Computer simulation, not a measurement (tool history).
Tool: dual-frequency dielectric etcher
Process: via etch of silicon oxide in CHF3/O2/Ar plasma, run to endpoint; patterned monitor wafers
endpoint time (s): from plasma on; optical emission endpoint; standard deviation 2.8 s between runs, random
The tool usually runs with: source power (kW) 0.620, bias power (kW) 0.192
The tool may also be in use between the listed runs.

| run | hour | source power (kW) | bias power (kW) | incoming incoming film thickness, nm | endpoint time (s) |
|---|---|---|---|---|---|
| 1 | 0.0 | 0.620 | 0.192 | 790.1 | 399.0 |
| 2 | 24.1 | 0.620 | 0.192 | 801.8 | 402.5 |
| 3 | 87.4 | 0.620 | 0.208 | 804.1 | 399.0 |
| 4 | 134.9 | 0.620 | 0.208 | 801.9 | 389.5 |
| 5 | 179.3 | 0.620 | 0.154 | 804.2 | 434.1 |
| 6 | 207.9 | 0.620 | 0.154 | 802.5 | 432.9 |
| 7 | 248.3 | 0.620 | 0.154 | 796.6 | 426.4 |
| 8 | 291.9 | 0.620 | 0.192 | 795.1 | 399.9 |
|  | 308.5 | bias power generator calibrated |
| 9 | 321.5 | 0.620 | 0.192 | 808.7 | 408.9 |
| 10 | 352.3 | 0.620 | 0.192 | 788.3 | 399.4 |
| 11 | 385.5 | 0.620 | 0.192 | 800.4 | 404.6 |
|  | 428.4 | wet clean of the chamber |
| 12 | 442.5 | 0.620 | 0.192 | 794.6 | 396.8 |
| 13 | 469.9 | 0.620 | 0.192 | 798.7 | 404.6 |
| 14 | 500.8 | 0.770 | 0.163 | 795.6 | 379.7 |
|  | 572.6 | upper electrode replaced, of another model than before |
| 15 | 617.1 | 0.710 | 0.231 | 795.2 | 340.5 |
| 16 | 681.2 | 0.690 | 0.230 | 796.4 | 351.4 |
| 17 | 720.7 | 0.620 | 0.192 | 793.2 | 394.3 |
| 18 | 759.5 | 0.620 | 0.192 | 799.8 | 393.8 |
|  | 820.1 | wet clean of the chamber |
| 19 | 820.6 | 0.620 | 0.192 | 791.6 | 398.0 |
| 20 | 836.9 | 0.740 | 0.192 | 800.8 | 348.3 |
| 21 | 863.7 | 0.710 | 0.231 | 799.2 | 348.4 |
|  | 885.8 | source power generator calibrated |
| 22 | 903.3 | 0.620 | 0.192 | 795.3 | 402.8 |
| 23 | 960.9 | 0.720 | 0.171 | 811.4 | 376.8 |
| 24 | 986.0 | 0.520 | 0.149 | 795.4 | 487.9 |
| 25 | 1032.0 | 0.750 | 0.155 | 798.4 | 370.0 |
| 26 | 1058.8 | 0.700 | 0.192 | 796.4 | 368.3 |
| 27 | 1084.4 | 0.620 | 0.192 | 803.4 | 405.8 |
| 28 | 1117.6 | 0.510 | 0.192 | 793.8 | 472.0 |
|  | 1198.9 | wet clean of the chamber |
| 29 | 1235.7 | 0.770 | 0.192 | 800.2 | 350.6 |
| 30 | 1262.1 | 0.620 | 0.178 | 809.0 | 414.2 |
| 31 | 1298.0 | 0.480 | 0.163 | 799.1 | 517.0 |
| 32 | 1494.8 | 0.620 | 0.192 | 798.5 | 399.6 |
| 33 | 1528.3 | 0.710 | 0.192 | 794.8 | 364.1 |
| 34 | 1593.8 | 0.620 | 0.154 | 800.0 | 416.9 |
|  | 1641.9 | wet clean of the chamber |
| 35 | 1642.4 | 0.620 | 0.176 | 799.5 | 407.0 |

For each run, what was the tool's unlogged condition?
etch rate over this chamber's usual, %: 0 in every run
bias power that arrives over what is set, %: 0 in every run
H1: source power that arrives over what is set, %
| run | H1 |
|---|---|
| 1 | 2.01 |
| 2 | 2.08 |
| 3 | 2.25 |
| 4 | 2.38 |
| 5 | 2.51 |
| 6 | 2.59 |
| 7 | 2.7 |
| 8 | 2.82 |
| 9 | 2.9 |
| 10 | 2.99 |
| 11 | 3.08 |
| 12 | 3.24 |
| 13 | 3.32 |
| 14 | 3.4 |
| 15 | 3.72 |
| 16 | 3.9 |
| 17 | 4.01 |
| 18 | 4.12 |
| 19 | 4.29 |
| 20 | 4.34 |
| 21 | 4.41 |
| 22 | 0.52 |
| 23 | 0.681 |
| 24 | 0.75 |
| 25 | 0.878 |
| 26 | 0.953 |
| 27 | 1.02 |
| 28 | 1.12 |
| 29 | 1.44 |
| 30 | 1.52 |
| 31 | 1.62 |
| 32 | 2.17 |
| 33 | 2.26 |
| 34 | 2.44 |
| 35 | 2.58 |
